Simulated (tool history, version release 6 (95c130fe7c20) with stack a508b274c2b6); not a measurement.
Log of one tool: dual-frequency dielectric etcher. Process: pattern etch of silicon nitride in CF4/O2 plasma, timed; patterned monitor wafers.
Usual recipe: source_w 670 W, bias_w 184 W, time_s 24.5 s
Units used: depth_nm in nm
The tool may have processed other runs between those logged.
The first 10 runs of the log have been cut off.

| run | day | source_w | bias_w | time_s | wafers since the last listed run | hours since the last wet clean | hours since the last source power generator calibration | hours since the last bias power generator calibration | hours since the last upper electrode change | hours since the gauge calibration | read-back reference wafer on the same gauge, depth_nm | depth_nm |
|---|---|---|---|---|---|---|---|---|---|---|---|---|
| 11 | 37.575 | 620 | 184 | 24.5 | 913 | 356.3 | 188.5 | 1132.5 | 1646.5 | 197.4 | 74.8 | 65.2 |
| 12 | 41.183 | 670 | 213 | 27.0 | 1060 | 442.9 | 275.1 | 1219.1 | 1733.1 | 284.0 | 74.9 | 81.1 |
| 13 | 44.200 | 670 | 184 | 24.5 | 886 | 515.3 | 347.5 | 1291.5 | 1805.5 | 356.4 | 74.9 | 70.1 |
| 14 | 48.508 | 530 | 184 | 24.5 | 1266 | 618.7 | 450.9 | 1394.9 | 1908.9 | 459.8 | 74.9 | 56.3 |
|  | 54.221 | wet clean of the chamber |
| 15 | 59.450 | 570 | 152 | 20.5 | 2922 | 125.5 | 713.5 | 1657.5 | 2171.5 | 722.4 | 74.8 | 47.3 |
| 16 | 61.821 | 670 | 184 | 27.5 | 696 | 182.4 | 770.4 | 1714.4 | 2228.4 | 779.3 | 74.9 | 78.6 |
|  | 63.058 | bias power generator calibrated |
| 17 | 65.733 | 520 | 184 | 24.5 | 1101 | 276.3 | 864.3 | 64.2 | 2322.3 | 873.2 | 75.0 | 55.2 |
| 18 | 67.542 | 800 | 203 | 31.5 | 531 | 319.7 | 907.7 | 107.6 | 2365.7 | 916.6 | 74.9 | 109.2 |
|  | 71.262 | upper electrode replaced |
| 19 | 71.996 | 670 | 184 | 29.0 | 1015 | 426.6 | 1014.6 | 214.5 | 17.6 | 1023.5 | 74.9 | 82.8 |
| 20 | 75.975 | 800 | 184 | 24.5 | 1169 | 522.1 | 1110.1 | 310.0 | 113.1 | 1119.0 | 74.9 | 82.3 |
| 21 | 78.754 | 670 | 184 | 24.5 | 816 | 588.8 | 1176.8 | 376.7 | 179.8 | 1185.7 | 74.9 | 70.2 |
|  | 83.500 | wet clean of the chamber |
| 22 | 83.521 | 670 | 184 | 24.5 | 1107 | 0.5 | 1291.2 | 491.1 | 294.2 | 1300.1 | 74.9 | 69.9 |
| 23 | 86.217 | 720 | 210 | 24.5 | 792 | 65.2 | 1355.9 | 555.8 | 358.9 | 1364.8 | 74.9 | 77.7 |
| 24 | 89.392 | 670 | 163 | 27.0 | 933 | 141.4 | 1432.1 | 632.0 | 435.1 | 1441.0 | 75.0 | 74.1 |
| 25 | 93.146 | 520 | 184 | 24.5 | 1103 | 231.5 | 1522.2 | 722.1 | 525.2 | 1531.1 | 74.9 | 55.3 |
| 26 | 96.575 | 580 | 217 | 20.5 | 1008 | 313.8 | 1604.5 | 804.4 | 607.5 | 1613.4 | 74.9 | 53.8 |
| 27 | 98.642 | 670 | 201 | 19.0 | 607 | 363.4 | 1654.1 | 854.0 | 657.1 | 1663.0 | 74.9 | 55.6 |
| 28 | 101.892 | 670 | 141 | 19.5 | 955 | 441.4 | 1732.1 | 932.0 | 735.1 | 1741.0 | 74.9 | 51.2 |
| 29 | 105.246 | 670 | 184 | 24.5 | 985 | 521.9 | 1812.6 | 1012.5 | 815.6 | 1821.5 | 74.8 | 69.8 |
| 30 | 108.821 | 790 | 170 | 32.0 | 1050 | 607.7 | 1898.4 | 1098.3 | 901.4 | 1907.3 | 74.9 | 103.5 |

Predict each of these 4 candidate next runs independently; none follows another, all start after run 30:
| A | 108.838 | 670 | 184 | 24.5 | 4 | 608.1 | 1898.8 | 1098.7 | 901.8 | 1907.7 | ? | ? |
| B | 108.838 | 810 | 205 | 17.5 | 4 | 608.1 | 1898.8 | 1098.7 | 901.8 | 1907.7 | ? | ? |
| C | 108.838 | 670 | 184 | 30.5 | 4 | 608.1 | 1898.8 | 1098.7 | 901.8 | 1907.7 | ? | ? |
| D | 108.838 | 790 | 184 | 30.5 | 4 | 608.1 | 1898.8 | 1098.7 | 901.8 | 1907.7 | ? | ? |

| run | read-back reference wafer on the same gauge, depth_nm | depth_nm |
|---|---|---|
| A | 74.9 | 69.9 |
| B | 74.9 | 61.6 |
| C | 74.9 | 87.0 |
| D | 74.9 | 101.3 |
With the hidden condition removed and each run's random variation left untouched, the same runs would have given:
| run | depth_nm |
|---|---|
| A | 70.3 |
| B | 61.9 |
| C | 87.5 |
| D | 101.9 |

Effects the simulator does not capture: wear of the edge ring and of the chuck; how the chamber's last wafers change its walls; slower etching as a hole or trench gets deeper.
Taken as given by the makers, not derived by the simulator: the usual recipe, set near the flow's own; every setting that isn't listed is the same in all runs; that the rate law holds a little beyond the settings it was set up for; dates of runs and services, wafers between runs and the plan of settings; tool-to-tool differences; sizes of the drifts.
